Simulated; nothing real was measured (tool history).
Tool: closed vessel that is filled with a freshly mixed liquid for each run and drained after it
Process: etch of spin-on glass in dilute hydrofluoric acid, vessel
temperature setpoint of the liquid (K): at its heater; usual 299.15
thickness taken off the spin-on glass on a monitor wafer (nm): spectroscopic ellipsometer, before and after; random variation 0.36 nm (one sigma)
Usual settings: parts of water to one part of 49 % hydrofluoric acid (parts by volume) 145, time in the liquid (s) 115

| run | hour | temperature setpoint of the liquid (K) | parts of water to one part of 49 % hydrofluoric acid (parts by volume) | time in the liquid (s) | wafers since the last listed run | hours since the thermometer was replaced | hours since the hydrofluoric acid flow meter was replaced | hours since the gauge calibration | read-back film thickness of the spin-on glass reference wafer, read on the same gauge (nm) | thickness taken off the spin-on glass on a monitor wafer (nm) |
|---|---|---|---|---|---|---|---|---|---|---|
| 1 | 0.0 | 299.15 | 145 | 115 | 0 | 1030.7 | 667.6 | 247.7 | 100.02 | 39.27 |
| 2 | 13.0 | 299.15 | 145 | 115 | 1694 | 1043.7 | 680.6 | 260.7 | 100.03 | 39.67 |
|  | 16.8 | gauge calibrated |
| 3 | 30.4 | 299.15 | 145 | 115 | 2268 | 1061.1 | 698.0 | 13.6 | 100.01 | 39.36 |
| 4 | 44.6 | 299.15 | 160 | 115 | 1851 | 1075.3 | 712.2 | 27.8 | 99.99 | 35.19 |
| 5 | 62.3 | 299.15 | 160 | 115 | 2307 | 1093.0 | 729.9 | 45.5 | 99.98 | 35.26 |
| 6 | 76.5 | 299.15 | 160 | 115 | 1851 | 1107.2 | 744.1 | 59.7 | 100.00 | 34.75 |
| 7 | 93.3 | 299.15 | 145 | 115 | 2190 | 1124.0 | 760.9 | 76.5 | 99.98 | 39.61 |
| 8 | 103.1 | 300.15 | 145 | 115 | 1277 | 1133.8 | 770.7 | 86.3 | 100.03 | 41.19 |
| 9 | 112.0 | 300.15 | 145 | 115 | 1160 | 1142.7 | 779.6 | 95.2 | 99.97 | 41.04 |
| 10 | 125.2 | 300.15 | 145 | 115 | 1720 | 1155.9 | 792.8 | 108.4 | 100.01 | 41.19 |
| 11 | 135.9 | 299.15 | 200 | 115 | 1394 | 1166.6 | 803.5 | 119.1 | 99.99 | 27.39 |
|  | 145.5 | thermometer replaced |
| 12 | 151.4 | 299.15 | 145 | 115 | 1890 | 5.9 | 819.0 | 134.6 | 100.01 | 39.56 |
| 13 | 167.3 | 299.15 | 205 | 115 | 2072 | 21.8 | 834.9 | 150.5 | 99.99 | 26.07 |
| 14 | 176.1 | 300.15 | 145 | 115 | 1147 | 30.6 | 843.7 | 159.3 | 99.97 | 40.32 |
| 15 | 189.8 | 299.15 | 195 | 75 | 1786 | 44.3 | 857.4 | 173.0 | 99.99 | 18.31 |
| 16 | 200.5 | 295.15 | 190 | 50 | 1394 | 55.0 | 868.1 | 183.7 | 100.01 | 10.51 |
|  | 210.8 | hydrofluoric acid flow meter replaced |
| 17 | 212.2 | 299.15 | 175 | 160 | 1394 | 66.7 | 1.4 | 195.4 | 100.01 | 44.50 |
| 18 | 238.3 | 299.15 | 145 | 115 | 3402 | 92.8 | 27.5 | 221.5 | 99.98 | 39.08 |
|  | 238.9 | gauge calibrated |
| 19 | 245.0 | 301.15 | 190 | 115 | 873 | 99.5 | 34.2 | 6.1 | 100.02 | 30.81 |
| 20 | 251.8 | 295.15 | 145 | 115 | 886 | 106.3 | 41.0 | 12.9 | 99.98 | 33.70 |
| 21 | 262.0 | 303.15 | 145 | 95 | 1329 | 116.5 | 51.2 | 23.1 | 100.01 | 37.81 |
| 22 | 273.2 | 299.15 | 145 | 115 | 1460 | 127.7 | 62.4 | 34.3 | 100.01 | 39.29 |
| 23 | 283.8 | 299.15 | 145 | 115 | 1381 | 138.3 | 73.0 | 44.9 | 99.97 | 39.28 |
| 24 | 294.1 | 295.65 | 145 | 115 | 1342 | 148.6 | 83.3 | 55.2 | 99.99 | 34.64 |
| 25 | 301.8 | 299.15 | 145 | 115 | 1003 | 156.3 | 91.0 | 62.9 | 99.99 | 40.30 |

Forecast each of these 3 alternatives for the next run:
| A | 302.5 | 299.15 | 145 | 115 | 91 | 157.0 | 91.7 | 63.6 | ? | ? |
| B | 302.5 | 299.15 | 145 | 160 | 91 | 157.0 | 91.7 | 63.6 | ? | ? |
| C | 302.5 | 299.15 | 165 | 155 | 91 | 157.0 | 91.7 | 63.6 | ? | ? |

| run | read-back film thickness of the spin-on glass reference wafer, read on the same gauge (nm) | thickness taken off the spin-on glass on a monitor wafer (nm) |
|---|---|---|
| A | 100.00 | 39.66 |
| B | 100.00 | 55.18 |
| C | 100.00 | 45.87 |
Without the tool's hidden state the same runs would have given:
| run | thickness taken off the spin-on glass on a monitor wafer (nm) |
|---|---|
| A | 39.66 |
| B | 55.18 |
| C | 45.87 |
